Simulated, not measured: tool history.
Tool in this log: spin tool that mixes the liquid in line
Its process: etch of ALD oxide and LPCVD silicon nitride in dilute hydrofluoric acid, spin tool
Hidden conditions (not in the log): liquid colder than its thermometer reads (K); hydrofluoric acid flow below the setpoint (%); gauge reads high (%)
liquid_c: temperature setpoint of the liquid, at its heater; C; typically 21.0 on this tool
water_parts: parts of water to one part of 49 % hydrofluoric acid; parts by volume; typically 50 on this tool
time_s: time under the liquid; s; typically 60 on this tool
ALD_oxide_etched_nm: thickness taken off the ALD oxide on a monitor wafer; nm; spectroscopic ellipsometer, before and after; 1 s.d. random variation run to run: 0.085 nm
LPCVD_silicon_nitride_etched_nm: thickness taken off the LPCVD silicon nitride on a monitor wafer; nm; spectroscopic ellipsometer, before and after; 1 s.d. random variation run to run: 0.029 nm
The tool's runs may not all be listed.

run,day,liquid_c,water_parts,time_s,wafers since the last listed run,hours since the thermometer was replaced,hours since the hydrofluoric acid flow meter was replaced,hours since the gauge calibration,"read-back film thickness of the ALD oxide reference wafer, read on the same gauge (nm)","read-back film thickness of the LPCVD silicon nitride reference wafer, read on the same gauge (nm)",ALD_oxide_etched_nm,LPCVD_silicon_nitride_etched_nm
1,0.000,18.5,50,60,0,567.4,888.4,593.4,146.32,78.038,18.80,0.468
2,1.925,18.5,50,60,535,613.6,934.6,639.6,146.02,77.908,18.95,0.462
3,4.888,18.5,50,60,824,684.7,1005.7,710.7,145.63,77.636,18.63,0.469
# day 5.700: thermometer replaced
4,8.904,21.0,55,60,1106,76.9,1102.1,807.1,145.00,77.350,18.72,0.530
5,11.025,21.0,55,60,590,127.8,1153.0,858.0,144.71,77.188,18.75,0.507
6,12.912,21.0,50,60,525,173.1,1198.3,903.3,144.43,77.023,20.84,0.603
7,17.146,21.0,50,60,1177,274.7,1299.9,1004.9,143.81,76.723,20.78,0.585
8,19.950,21.0,50,60,780,342.0,1367.2,1072.2,143.42,76.507,20.43,0.527
# day 21.346: hydrofluoric acid flow meter replaced
# day 23.388: gauge calibrated
9,23.858,21.0,50,60,1075,435.8,60.3,11.3,150.02,80.038,21.55,0.581
10,27.808,18.0,65,60,1099,530.6,155.1,106.1,149.44,79.677,14.27,0.367
11,29.400,21.0,50,60,442,568.8,193.3,144.3,149.19,79.608,21.43,0.571
12,32.067,18.0,65,45,741,632.8,257.3,208.3,148.81,79.407,10.57,0.243
13,36.104,24.5,70,60,1123,729.7,354.2,305.2,148.26,79.027,17.05,0.534
# day 37.021: thermometer replaced
14,37.667,17.5,60,90,423,15.5,391.7,342.7,148.03,78.958,22.54,0.591
15,41.538,21.0,60,45,1077,108.4,484.6,435.6,147.43,78.664,13.06,0.369
16,44.183,19.0,50,60,736,171.9,548.1,499.1,147.09,78.406,19.43,0.513
17,47.304,22.5,30,60,868,246.8,623.0,574.0,146.61,78.209,38.15,1.075
18,49.883,21.0,50,60,717,308.7,684.9,635.9,146.23,78.024,20.94,0.548
19,51.825,18.0,65,45,540,355.3,731.5,682.5,146.02,77.825,10.49,0.245

Hidden state or all else? Some run-to-run changes of ALD_oxide_etched_nm, split into what the settings, what came in and random variation would give without the hidden state, and what is left for the hidden state (with any gauge scatter that isn't in both results):
Run 8 -> 9: hydrofluoric acid flow meter replaced, gauge calibrated. ALD_oxide_etched_nm +1.12 nm: hidden state +0.93, all else +0.19.
Run 16 -> 17: liquid_c 19.0 -> 22.5, water_parts 50 -> 30. ALD_oxide_etched_nm +18.72 nm: hidden state -0.48, all else +19.20.
